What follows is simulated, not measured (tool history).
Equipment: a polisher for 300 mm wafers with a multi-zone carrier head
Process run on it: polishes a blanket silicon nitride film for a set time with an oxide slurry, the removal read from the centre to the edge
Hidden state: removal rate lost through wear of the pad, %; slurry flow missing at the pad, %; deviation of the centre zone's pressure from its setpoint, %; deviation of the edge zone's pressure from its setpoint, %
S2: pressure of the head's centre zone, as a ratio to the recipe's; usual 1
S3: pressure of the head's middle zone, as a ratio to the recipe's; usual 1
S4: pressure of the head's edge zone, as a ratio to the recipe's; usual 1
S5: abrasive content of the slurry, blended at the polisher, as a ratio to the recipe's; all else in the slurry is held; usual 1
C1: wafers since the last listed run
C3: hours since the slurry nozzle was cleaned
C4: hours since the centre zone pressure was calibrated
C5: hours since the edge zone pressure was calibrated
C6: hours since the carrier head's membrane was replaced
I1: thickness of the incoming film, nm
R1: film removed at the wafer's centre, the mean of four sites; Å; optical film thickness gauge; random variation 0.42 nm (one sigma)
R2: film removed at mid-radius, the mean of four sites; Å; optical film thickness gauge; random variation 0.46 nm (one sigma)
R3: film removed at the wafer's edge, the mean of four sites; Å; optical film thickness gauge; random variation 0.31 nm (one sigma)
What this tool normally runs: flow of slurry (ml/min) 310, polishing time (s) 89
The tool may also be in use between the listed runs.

run 1 hour=0 | flow_of_slurry_(ml/min)=310 S2=1.09 S3=1.05 S4=0.94 S5=0.75 polishing_time_(s)=89 | C1=0 wafers_polished_on_this_pad=7404 C3=551.3 C4=718.5 C5=1030.8 C6=449.9 | I1=545.1 | R1=319 R2=304 R3=296
-- hour=6.6 edge zone pressure recalibrated
run 2 hour=42.9 | flow_of_slurry_(ml/min)=310 S2=1 S3=1 S4=1 S5=1 polishing_time_(s)=89 | C1=422 wafers_polished_on_this_pad=7827 C3=594.2 C4=761.4 C5=36.3 C6=492.8 | I1=554.4 | R1=350 R2=361 R3=375
-- hour=69.3 worn pad replaced by a new one
run 3 hour=145.8 | flow_of_slurry_(ml/min)=310 S2=1 S3=1 S4=0.94 S5=1.25 polishing_time_(s)=89 | C1=1021 wafers_polished_on_this_pad=790 C3=697.1 C4=864.3 C5=139.2 C6=595.7 | I1=548.7 | R1=434 R2=442 R3=446
run 4 hour=199 | flow_of_slurry_(ml/min)=265 S2=1 S3=1 S4=1 S5=1 polishing_time_(s)=89 | C1=549 wafers_polished_on_this_pad=1339 C3=750.3 C4=917.5 C5=192.4 C6=648.9 | I1=557.8 | R1=369 R2=378 R3=391
-- hour=202.6 slurry nozzle cleaned
-- hour=230.3 carrier head's membrane replaced by a new one
run 5 hour=402.5 | flow_of_slurry_(ml/min)=260 S2=0.96 S3=1.1 S4=1 S5=1.15 polishing_time_(s)=89 | C1=2040 wafers_polished_on_this_pad=3380 C3=199.9 C4=1121 C5=395.9 C6=172.2 | I1=552.6 | R1=384 R2=434 R3=421
-- hour=406.6 centre zone pressure recalibrated
run 6 hour=447.8 | flow_of_slurry_(ml/min)=310 S2=1 S3=1 S4=0.92 S5=1 polishing_time_(s)=97 | C1=447 wafers_polished_on_this_pad=3827 C3=245.2 C4=41.2 C5=441.2 C6=217.5 | I1=541.8 | R1=409 R2=416 R3=409
run 7 hour=517.4 | flow_of_slurry_(ml/min)=310 S2=1 S3=1 S4=1 S5=0.7 polishing_time_(s)=89 | C1=719 wafers_polished_on_this_pad=4546 C3=314.8 C4=110.8 C5=510.8 C6=287.1 | I1=538.8 | R1=285 R2=283 R3=296
run 8 hour=617.4 | flow_of_slurry_(ml/min)=375 S2=1 S3=1 S4=1 S5=1 polishing_time_(s)=89 | C1=1033 wafers_polished_on_this_pad=5579 C3=414.8 C4=210.8 C5=610.8 C6=387.1 | I1=553.8 | R1=372 R2=374 R3=387
run 9 hour=705.5 | flow_of_slurry_(ml/min)=310 S2=1.12 S3=1 S4=1 S5=1 polishing_time_(s)=89 | C1=910 wafers_polished_on_this_pad=6489 C3=502.9 C4=298.9 C5=698.9 C6=475.2 | I1=550.6 | R1=404 R2=365 R3=380
run 10 hour=774.8 | flow_of_slurry_(ml/min)=310 S2=1 S3=1 S4=1 S5=1 polishing_time_(s)=89 | C1=715 wafers_polished_on_this_pad=7205 C3=572.2 C4=368.2 C5=768.2 C6=544.5 | I1=544.8 | R1=357 R2=359 R3=377
run 11 hour=878.4 | flow_of_slurry_(ml/min)=310 S2=1 S3=1 S4=0.92 S5=1 polishing_time_(s)=67 | C1=1070 wafers_polished_on_this_pad=8275 C3=675.8 C4=471.8 C5=871.8 C6=648.1 | I1=558 | R1=264 R2=274 R3=270
-- hour=894.4 worn pad replaced by a new one
run 12 hour=955.2 | flow_of_slurry_(ml/min)=310 S2=1 S3=1 S4=1.05 S5=0.75 polishing_time_(s)=77 | C1=752 wafers_polished_on_this_pad=628 C3=752.6 C4=548.6 C5=948.6 C6=724.9 | I1=546.9 | R1=268 R2=275 R3=292
-- hour=973.8 slurry nozzle cleaned
run 13 hour=995.3 | flow_of_slurry_(ml/min)=310 S2=1 S3=1 S4=1 S5=1 polishing_time_(s)=89 | C1=403 wafers_polished_on_this_pad=1032 C3=21.5 C4=588.7 C5=988.7 C6=765 | I1=553.8 | R1=403 R2=420 R3=419
-- hour=1016.6 carrier head's membrane replaced by a new one
-- hour=1130.2 edge zone pressure recalibrated
run 14 hour=1220.6 | flow_of_slurry_(ml/min)=240 S2=1 S3=1.11 S4=1 S5=1.25 polishing_time_(s)=89 | C1=2255 wafers_polished_on_this_pad=3287 C3=246.8 C4=814 C5=90.4 C6=204 | I1=551.3 | R1=412 R2=454 R3=438
run 15 hour=1291 | flow_of_slurry_(ml/min)=310 S2=1 S3=1 S4=1 S5=1.25 polishing_time_(s)=89 | C1=727 wafers_polished_on_this_pad=4014 C3=317.2 C4=884.4 C5=160.8 C6=274.4 | I1=548 | R1=412 R2=424 R3=434
run 16 hour=1347.5 | flow_of_slurry_(ml/min)=345 S2=1 S3=1 S4=1.1 S5=1 polishing_time_(s)=89 | C1=583 wafers_polished_on_this_pad=4598 C3=373.7 C4=940.9 C5=217.3 C6=330.9 | I1=552.3 | R1=372 R2=380 R3=407
run 17 hour=1408 | flow_of_slurry_(ml/min)=310 S2=1 S3=1 S4=1 S5=1 polishing_time_(s)=89 | C1=625 wafers_polished_on_this_pad=5223 C3=434.2 C4=1001.4 C5=277.8 C6=391.4 | I1=548.6 | R1=367 R2=374 R3=380
run 18 hour=1493.7 | flow_of_slurry_(ml/min)=310 S2=1 S3=1.03 S4=0.91 S5=1 polishing_time_(s)=101 | C1=885 wafers_polished_on_this_pad=6108 C3=519.9 C4=1087.1 C5=363.5 C6=477.1 | I1=548.1 | R1=401 R2=431 R3=420
-- hour=1554.4 worn pad replaced by a new one
run 19 hour=1594.5 | flow_of_slurry_(ml/min)=310 S2=0.96 S3=1 S4=1 S5=1 polishing_time_(s)=89 | C1=1000 wafers_polished_on_this_pad=414 C3=620.7 C4=1187.9 C5=464.3 C6=577.9 | I1=559.4 | R1=375 R2=399 R3=409
-- hour=1630 slurry nozzle cleaned
run 20 hour=1665.7 | flow_of_slurry_(ml/min)=310 S2=1 S3=1 S4=1 S5=1 polishing_time_(s)=89 | C1=725 wafers_polished_on_this_pad=1139 C3=35.7 C4=1259.1 C5=535.5 C6=649.1 | I1=553.6 | R1=412 R2=420 R3=419
run 21 hour=1719.9 | flow_of_slurry_(ml/min)=310 S2=1 S3=1 S4=1 S5=1 polishing_time_(s)=89 | C1=559 wafers_polished_on_this_pad=1699 C3=89.9 C4=1313.3 C5=589.7 C6=703.3 | I1=545 | R1=399 R2=398 R3=416
-- hour=1724.9 centre zone pressure recalibrated
-- hour=1767.4 carrier head's membrane replaced by a new one
run 22 hour=1767.9 | flow_of_slurry_(ml/min)=395 S2=1 S3=1 S4=1 S5=1 polishing_time_(s)=70 | C1=423 wafers_polished_on_this_pad=2123 C3=137.9 C4=43 C5=637.7 C6=0.5 | I1=538.6 | R1=314 R2=316 R3=328

State the hidden condition of the tool at each of the runs:
deviation of the centre zone's pressure from its setpoint, %: 0 in every run
deviation of the edge zone's pressure from its setpoint, %: 0 in every run
H1: removal rate lost through wear of the pad, %
H2: slurry flow missing at the pad, %
run=1 H1=10.6 H2=41.8
run=2 H1=10.6 H2=42.5
run=3 H1=3.35 H2=43.9
run=4 H1=4.73 H2=44.3
run=5 H1=7.98 H2=29.9
run=6 H1=8.4 H2=33
run=7 H1=8.93 H2=36.9
run=8 H1=9.46 H2=40.8
run=9 H1=9.78 H2=43.2
run=10 H1=9.96 H2=44.5
run=11 H1=10.2 H2=45.9
run=12 H1=2.73 H2=46.7
run=13 H1=3.87 H2=10.3
run=14 H1=7.76 H2=33.3
run=15 H1=8.41 H2=37.1
run=16 H1=8.81 H2=39.5
run=17 H1=9.15 H2=41.5
run=18 H1=9.51 H2=43.7
run=19 H1=1.7 H2=45.4
run=20 H1=3.78 H2=12.6
run=21 H1=5 H2=19.8
run=22 H1=5.89 H2=24.9
